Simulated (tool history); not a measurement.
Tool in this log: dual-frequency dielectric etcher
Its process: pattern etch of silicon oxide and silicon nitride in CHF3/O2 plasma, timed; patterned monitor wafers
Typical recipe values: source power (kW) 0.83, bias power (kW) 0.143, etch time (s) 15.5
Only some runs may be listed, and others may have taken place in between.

| run | hour | source power (kW) | bias power (kW) | etch time (s) | read-back reference wafer on the same gauge, depth_nm | mean etch depth across the wafer (nm) |
|---|---|---|---|---|---|---|
| 1 | 0 | 0.83 | 0.143 | 15.5 | 26.18 | 24.71 |
| 2 | 83.2 | 0.83 | 0.143 | 15.5 | 26.22 | 25.26 |
| 3 | 167 | 0.83 | 0.143 | 15.5 | 26.22 | 25.12 |
| 4 | 257.1 | 0.83 | 0.143 | 15.5 | 26.21 | 25.47 |
| 5 | 302.8 | 0.83 | 0.143 | 15.5 | 26.2 | 25.28 |
| 6 | 380.6 | 0.83 | 0.143 | 15.5 | 26.21 | 25.46 |
| 7 | 427.5 | 0.66 | 0.124 | 15.5 | 26.21 | 21.7 |
|  | 481.3 | upper electrode replaced |
|  | 498.8 | wet clean of the chamber |
| 8 | 515 | 0.83 | 0.112 | 13.5 | 26.24 | 18.94 |
| 9 | 561.6 | 0.83 | 0.143 | 15.5 | 26.17 | 24.34 |
|  | 580.9 | gauge calibrated |
| 10 | 629.7 | 0.93 | 0.143 | 15.5 | 26.18 | 25.83 |
| 11 | 774.6 | 0.92 | 0.118 | 20 | 26.23 | 30.63 |
| 12 | 828.7 | 0.83 | 0.115 | 15.5 | 26.15 | 22.44 |
| 13 | 877.7 | 0.83 | 0.118 | 15.5 | 26.23 | 22.98 |
|  | 900.6 | source power generator calibrated |
| 14 | 918.3 | 0.92 | 0.172 | 13.5 | 26.23 | 24.79 |
| 15 | 955.9 | 0.83 | 0.177 | 15.5 | 26.17 | 27.78 |
| 16 | 1029.1 | 0.83 | 0.143 | 15.5 | 26.2 | 25.25 |
| 17 | 1091.8 | 0.83 | 0.143 | 15.5 | 26.15 | 25.3 |
| 18 | 1149.1 | 0.83 | 0.143 | 15.5 | 26.19 | 25.48 |
|  | 1199.8 | bias power generator calibrated |
|  | 1229.9 | wet clean of the chamber |
| 19 | 1415.7 | 0.83 | 0.143 | 15.5 | 26.17 | 25 |
| 20 | 1506.8 | 1.02 | 0.177 | 15.5 | 26.23 | 30.28 |
| 21 | 1555.5 | 0.72 | 0.143 | 17 | 26.23 | 26.05 |
| 22 | 1647.8 | 0.64 | 0.107 | 14 | 26.21 | 17.82 |
| 23 | 1750.8 | 0.83 | 0.143 | 15.5 | 26.17 | 25.74 |
| 24 | 1845.7 | 0.69 | 0.169 | 15.5 | 26.19 | 25.67 |
|  | 1965.3 | wet clean of the chamber |
| 25 | 1965.8 | 0.83 | 0.143 | 15.5 | 26.21 | 24.76 |
| 26 | 2055.3 | 1.01 | 0.143 | 18 | 26.19 | 31.15 |
| 27 | 2113.8 | 0.63 | 0.143 | 12 | 26.28 | 17.12 |
| 28 | 2182.4 | 0.83 | 0.116 | 15.5 | 26.21 | 22.59 |
| 29 | 2226.6 | 0.66 | 0.143 | 12.5 | 26.22 | 18.34 |

Measured less the same run without the tool's hidden state. The same run-to-run variation is in both; the gauge's scatter may not be:
Hidden state present: etch rate over this chamber's usual, %; source power that arrives over what is set, %; bias power that arrives over what is set, %; gauge reads high (%).
| run | mean etch depth across the wafer (nm) |
|---|---|
| 1 | +0.37 |
| 2 | +0.53 |
| 3 | +0.68 |
| 4 | +0.86 |
| 5 | +0.93 |
| 6 | +1.08 |
| 7 | +0.99 |
| 8 | -0.05 |
| 9 | +0.03 |
| 10 | +0.16 |
| 11 | +0.53 |
| 12 | +0.47 |
| 13 | +0.57 |
| 14 | +0.68 |
| 15 | +0.84 |
| 16 | +0.9 |
| 17 | +1.01 |
| 18 | +1.12 |
| 19 | +0.54 |
| 20 | +0.85 |
| 21 | +0.82 |
| 22 | +0.68 |
| 23 | +1.17 |
| 24 | +1.33 |
| 25 | +0.08 |
| 26 | +0.32 |
| 27 | +0.25 |
| 28 | +0.44 |
| 29 | +0.41 |
